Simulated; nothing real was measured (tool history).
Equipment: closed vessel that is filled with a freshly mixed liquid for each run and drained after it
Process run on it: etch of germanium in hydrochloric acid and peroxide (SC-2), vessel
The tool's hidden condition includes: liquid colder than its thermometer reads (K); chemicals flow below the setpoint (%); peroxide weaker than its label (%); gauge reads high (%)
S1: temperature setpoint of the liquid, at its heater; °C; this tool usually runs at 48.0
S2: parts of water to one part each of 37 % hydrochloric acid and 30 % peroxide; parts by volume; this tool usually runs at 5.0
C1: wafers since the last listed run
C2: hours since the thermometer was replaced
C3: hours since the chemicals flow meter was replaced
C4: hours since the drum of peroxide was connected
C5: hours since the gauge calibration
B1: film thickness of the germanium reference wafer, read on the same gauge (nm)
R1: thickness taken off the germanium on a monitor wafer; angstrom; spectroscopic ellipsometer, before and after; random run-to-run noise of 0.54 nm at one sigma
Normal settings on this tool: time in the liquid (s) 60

{"run": 1, "day": 0.0, "S1": 48.0, "S2": 5.0, "time in the liquid (s)": 60, "C1": 0, "C2": 646.2, "C3": 1838.1, "C4": 15.6, "C5": 476.6, "B1": 130.02, "R1": 1091.5}
{"day": 0.292, "done": "gauge calibrated"}
{"run": 2, "day": 0.346, "S1": 48.0, "S2": 5.0, "time in the liquid (s)": 80, "C1": 994, "C2": 654.5, "C3": 1846.4, "C4": 23.9, "C5": 1.3, "B1": 130.0, "R1": 1447.3}
{"run": 3, "day": 0.792, "S1": 48.0, "S2": 5.0, "time in the liquid (s)": 80, "C1": 1282, "C2": 665.2, "C3": 1857.1, "C4": 34.6, "C5": 12.0, "B1": 129.94, "R1": 1438.8}
{"day": 0.983, "done": "chemicals flow meter replaced"}
{"run": 4, "day": 1.162, "S1": 48.0, "S2": 5.0, "time in the liquid (s)": 80, "C1": 946, "C2": 674.1, "C3": 4.3, "C4": 43.5, "C5": 20.9, "B1": 129.98, "R1": 1448.9}
{"run": 5, "day": 1.742, "S1": 48.0, "S2": 5.0, "time in the liquid (s)": 60, "C1": 1666, "C2": 688.0, "C3": 18.2, "C4": 57.4, "C5": 34.8, "B1": 130.02, "R1": 1093.1}
{"run": 6, "day": 2.392, "S1": 40.5, "S2": 5.0, "time in the liquid (s)": 45, "C1": 1869, "C2": 703.6, "C3": 33.8, "C4": 73.0, "C5": 50.4, "B1": 130.0, "R1": 634.9}
{"run": 7, "day": 2.875, "S1": 53.0, "S2": 5.0, "time in the liquid (s)": 60, "C1": 1390, "C2": 715.2, "C3": 45.4, "C4": 84.6, "C5": 62.0, "B1": 130.01, "R1": 1277.7}
{"run": 8, "day": 3.6, "S1": 41.5, "S2": 5.0, "time in the liquid (s)": 60, "C1": 2085, "C2": 732.6, "C3": 62.8, "C4": 102.0, "C5": 79.4, "B1": 129.99, "R1": 862.9}
{"run": 9, "day": 4.204, "S1": 48.0, "S2": 5.0, "time in the liquid (s)": 60, "C1": 1738, "C2": 747.1, "C3": 77.3, "C4": 116.5, "C5": 93.9, "B1": 130.0, "R1": 1080.9}
{"run": 10, "day": 6.312, "S1": 48.0, "S2": 5.0, "time in the liquid (s)": 60, "C1": 6065, "C2": 797.7, "C3": 127.9, "C4": 167.1, "C5": 144.5, "B1": 130.03, "R1": 1070.3}
{"run": 11, "day": 8.246, "S1": 56.0, "S2": 5.0, "time in the liquid (s)": 60, "C1": 5562, "C2": 844.1, "C3": 174.3, "C4": 213.5, "C5": 190.9, "B1": 130.05, "R1": 1391.7}
{"day": 8.829, "done": "thermometer replaced"}
{"run": 12, "day": 8.975, "S1": 44.5, "S2": 5.0, "time in the liquid (s)": 45, "C1": 1977, "C2": 3.5, "C3": 191.8, "C4": 231.0, "C5": 208.4, "B1": 129.96, "R1": 762.7}
{"run": 13, "day": 9.712, "S1": 48.0, "S2": 5.0, "time in the liquid (s)": 60, "C1": 2121, "C2": 21.2, "C3": 209.5, "C4": 248.7, "C5": 226.1, "B1": 129.93, "R1": 1140.4}
{"run": 14, "day": 10.2, "S1": 48.0, "S2": 5.0, "time in the liquid (s)": 30, "C1": 1402, "C2": 32.9, "C3": 221.2, "C4": 260.4, "C5": 237.8, "B1": 130.02, "R1": 569.8}
{"run": 15, "day": 10.867, "S1": 38.5, "S2": 4.0, "time in the liquid (s)": 60, "C1": 1917, "C2": 48.9, "C3": 237.2, "C4": 276.4, "C5": 253.8, "B1": 129.97, "R1": 828.7}
{"run": 16, "day": 11.321, "S1": 48.0, "S2": 5.0, "time in the liquid (s)": 75, "C1": 1306, "C2": 59.8, "C3": 248.1, "C4": 287.3, "C5": 264.7, "B1": 130.04, "R1": 1431.0}
{"run": 17, "day": 11.808, "S1": 52.0, "S2": 4.0, "time in the liquid (s)": 60, "C1": 1402, "C2": 71.5, "C3": 259.8, "C4": 299.0, "C5": 276.4, "B1": 130.0, "R1": 1302.9}
{"run": 18, "day": 12.512, "S1": 51.5, "S2": 7.0, "time in the liquid (s)": 80, "C1": 2025, "C2": 88.4, "C3": 276.7, "C4": 315.9, "C5": 293.3, "B1": 129.97, "R1": 1674.4}
{"run": 19, "day": 12.904, "S1": 48.0, "S2": 5.0, "time in the liquid (s)": 60, "C1": 1126, "C2": 97.8, "C3": 286.1, "C4": 325.3, "C5": 302.7, "B1": 129.97, "R1": 1138.4}
{"run": 20, "day": 13.429, "S1": 58.0, "S2": 5.0, "time in the liquid (s)": 60, "C1": 1510, "C2": 110.4, "C3": 298.7, "C4": 337.9, "C5": 315.3, "B1": 129.99, "R1": 1564.1}
{"run": 21, "day": 14.075, "S1": 40.0, "S2": 5.0, "time in the liquid (s)": 60, "C1": 1858, "C2": 125.9, "C3": 314.2, "C4": 353.4, "C5": 330.8, "B1": 129.98, "R1": 865.6}
{"run": 22, "day": 14.571, "S1": 48.0, "S2": 6.5, "time in the liquid (s)": 60, "C1": 1426, "C2": 137.8, "C3": 326.1, "C4": 365.3, "C5": 342.7, "B1": 130.02, "R1": 1127.4}
{"run": 23, "day": 15.062, "S1": 48.0, "S2": 5.0, "time in the liquid (s)": 35, "C1": 1414, "C2": 149.6, "C3": 337.9, "C4": 377.1, "C5": 354.5, "B1": 129.99, "R1": 657.5}
{"run": 24, "day": 15.804, "S1": 48.0, "S2": 7.0, "time in the liquid (s)": 85, "C1": 2133, "C2": 167.4, "C3": 355.7, "C4": 394.9, "C5": 372.3, "B1": 130.02, "R1": 1586.3}
{"run": 25, "day": 16.192, "S1": 48.0, "S2": 5.0, "time in the liquid (s)": 60, "C1": 1114, "C2": 176.7, "C3": 365.0, "C4": 404.2, "C5": 381.6, "B1": 130.0, "R1": 1121.6}
{"run": 26, "day": 16.8, "S1": 53.0, "S2": 4.0, "time in the liquid (s)": 90, "C1": 1750, "C2": 191.3, "C3": 379.6, "C4": 418.8, "C5": 396.2, "B1": 130.01, "R1": 1992.5}
{"run": 27, "day": 17.246, "S1": 48.0, "S2": 7.0, "time in the liquid (s)": 60, "C1": 1282, "C2": 202.0, "C3": 390.3, "C4": 429.5, "C5": 406.9, "B1": 129.99, "R1": 1120.5}
{"run": 28, "day": 17.946, "S1": 48.0, "S2": 5.0, "time in the liquid (s)": 90, "C1": 2013, "C2": 218.8, "C3": 407.1, "C4": 446.3, "C5": 423.7, "B1": 129.99, "R1": 1676.1}
{"run": 29, "day": 18.638, "S1": 48.0, "S2": 6.0, "time in the liquid (s)": 60, "C1": 1989, "C2": 235.4, "C3": 423.7, "C4": 462.9, "C5": 440.3, "B1": 130.02, "R1": 1120.0}
{"run": 30, "day": 18.983, "S1": 44.0, "S2": 5.0, "time in the liquid (s)": 70, "C1": 994, "C2": 243.7, "C3": 432.0, "C4": 471.2, "C5": 448.6, "B1": 129.97, "R1": 1142.3}

Predict each of these 4 candidate next runs independently; none follows another, all start after run 30:
{"run": "A", "day": 19.012, "S1": 44.0, "S2": 5.0, "time in the liquid (s)": 60, "C1": 83, "C2": 244.4, "C3": 432.7, "C4": 471.9, "C5": 449.3, "B1": "?", "R1": "?"}
{"run": "B", "day": 19.012, "S1": 48.0, "S2": 5.0, "time in the liquid (s)": 50, "C1": 83, "C2": 244.4, "C3": 432.7, "C4": 471.9, "C5": 449.3, "B1": "?", "R1": "?"}
{"run": "C", "day": 19.012, "S1": 42.0, "S2": 4.0, "time in the liquid (s)": 90, "C1": 83, "C2": 244.4, "C3": 432.7, "C4": 471.9, "C5": 449.3, "B1": "?", "R1": "?"}
{"run": "D", "day": 19.012, "S1": 38.5, "S2": 5.0, "time in the liquid (s)": 45, "C1": 83, "C2": 244.4, "C3": 432.7, "C4": 471.9, "C5": 449.3, "B1": "?", "R1": "?"}

run=A B1=130.01 R1=984.2
run=B B1=130.01 R1=936.8
run=C B1=130.01 R1=1382.4
run=D B1=130.01 R1=611.1
The same runs, with their run-to-run variation unchanged, on a tool lacking any hidden condition would have given:
run=A R1=1010.6
run=B R1=961.3
run=C R1=1420.3
run=D R1=628.2
